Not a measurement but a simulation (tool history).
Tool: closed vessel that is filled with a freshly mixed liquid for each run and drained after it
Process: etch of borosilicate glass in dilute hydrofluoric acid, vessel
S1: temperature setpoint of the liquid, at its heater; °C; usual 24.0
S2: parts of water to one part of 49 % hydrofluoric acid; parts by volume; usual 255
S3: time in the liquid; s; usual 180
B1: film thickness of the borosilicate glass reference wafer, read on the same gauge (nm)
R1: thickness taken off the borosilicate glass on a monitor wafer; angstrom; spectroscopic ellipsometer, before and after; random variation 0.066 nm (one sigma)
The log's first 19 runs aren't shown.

run   hour    S1   S2   S3      B1     R1
 20  342.6  27.0  385  260  129.98  169.3
 21  350.5  24.0  255  210  129.99  210.7
 22  366.3  24.0  255  180  129.98  182.0
 23  372.5  22.5  255  180  130.04  172.2
 24  388.4  24.0  255  180  129.96  182.6
 25  398.1  20.0  220  180  130.01  188.1
 26  415.3  24.0  255  180  129.98  181.3
 27  421.6  24.0  290  235  130.05  201.7
 28  437.3  24.0  255  180  129.97  181.4
 29  462.6  20.0  370  135  129.99   73.3
 30  479.6  22.0  255  140  130.01  130.5
 31  489.8  25.5  255  230  130.00  242.4
 32  506.2  24.0  255  180  129.99  180.6
 33  518.6  26.5  310   95  130.02   79.9

4 ways to go on from here, each from the tool as it stands after run 33. What would each give?
  A  519.3  24.0  255  135   ?   ?
  B  519.3  24.0  255  260   ?   ?
  C  519.3  24.0  255   80   ?   ?
  D  519.3  20.5  135  250   ?   ?

run      B1     R1
  A  129.98  135.4
  B  129.98  260.7
  C  129.98   80.2
  D  129.98  470.7
Without the tool's hidden state the same runs would have given:
run     R1
  A  137.5
  B  264.8
  C   81.5
  D  477.4

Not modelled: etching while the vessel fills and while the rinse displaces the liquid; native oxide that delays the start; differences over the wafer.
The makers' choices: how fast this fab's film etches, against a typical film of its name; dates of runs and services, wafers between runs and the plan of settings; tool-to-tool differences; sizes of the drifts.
